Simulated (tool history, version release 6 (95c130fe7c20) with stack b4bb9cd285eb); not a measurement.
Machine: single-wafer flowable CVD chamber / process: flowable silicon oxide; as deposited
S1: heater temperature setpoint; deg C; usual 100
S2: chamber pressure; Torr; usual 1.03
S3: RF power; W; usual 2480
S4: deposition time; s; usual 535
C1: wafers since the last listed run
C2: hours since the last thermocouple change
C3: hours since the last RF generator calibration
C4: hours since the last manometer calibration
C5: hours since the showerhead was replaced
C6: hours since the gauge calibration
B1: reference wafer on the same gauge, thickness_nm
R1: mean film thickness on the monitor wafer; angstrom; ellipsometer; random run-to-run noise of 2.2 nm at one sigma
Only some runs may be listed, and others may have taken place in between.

run	hour	S1	S2	S3	S4	C1	C2	C3	C4	C5	C6	B1	R1
1	0	100	1.03	2615	535	0	2589.1	1842.9	1431.5	2589	108.2	584.367	5867.23
2	30.5	100	1.03	2615	535	69	2619.6	1873.4	1462	2619.5	138.7	583.658	5843.16
3	47.6	100	1.03	2615	535	39	2636.7	1890.5	1479.1	2636.6	155.8	584.899	5908.18
4	75.5	100	1.03	2480	535	63	2664.6	1918.4	1507	2664.5	183.7	584.359	5878.24
5	96	100	1.03	2480	535	46	2685.1	1938.9	1527.5	2685	204.2	583.73	5880.7
6	119.1	100	1.03	2480	535	52	2708.2	1962	1550.6	2708.1	227.3	583.855	5865.59
# hour 121.3: gauge calibrated
# hour 130.5: capacitance manometer re-zeroed and calibrated
7	144.7	100	1.03	2480	610	40	2733.8	1987.6	14.2	2733.7	23.4	583.767	6764.71
# hour 153.5: thermocouple changed; heater temperature recalibrated
8	176.6	100	1.03	2030	502	54	23.1	2019.5	46.1	2765.6	55.3	584.269	4501.63
9	195.6	100	0.87	2165	535	43	42.1	2038.5	65.1	2784.6	74.3	583.495	4078.62
# hour 226: RF generator calibrated
# hour 231.6: showerhead replaced, of another model than before
10	232.1	111	1.03	2765	535	52	78.6	6.1	101.6	0.5	110.8	584.153	3594.87
11	252.8	107	1.03	2480	535	47	99.3	26.8	122.3	21.2	131.5	583.298	4030.64
12	283.6	100	1.03	2480	535	70	130.1	57.6	153.1	52	162.3	584.043	4929.31
13	304.5	100	1.03	2480	483	47	151	78.5	174	72.9	183.2	583.762	4423.89
14	334.3	114	1.03	2480	535	68	180.8	108.3	203.8	102.7	213	583.818	3279.93

What if the next run were any one of these 3? Each begins from the tool's condition after run 14:
A	334.8	100	1.03	2480	451	1	181.3	108.8	204.3	103.2	213.5	?	?
B	334.8	100	0.9	2480	535	1	181.3	108.8	204.3	103.2	213.5	?	?
C	334.8	100	1.03	2010	429	1	181.3	108.8	204.3	103.2	213.5	?	?

run	B1	R1
A	583.91	4126.05
B	583.91	4463.47
C	583.91	3869.02
Take away the tool's hidden state, keep each run's random variation, and the runs would have read:
run	R1
A	4157.63
B	4497.64
C	3898.64
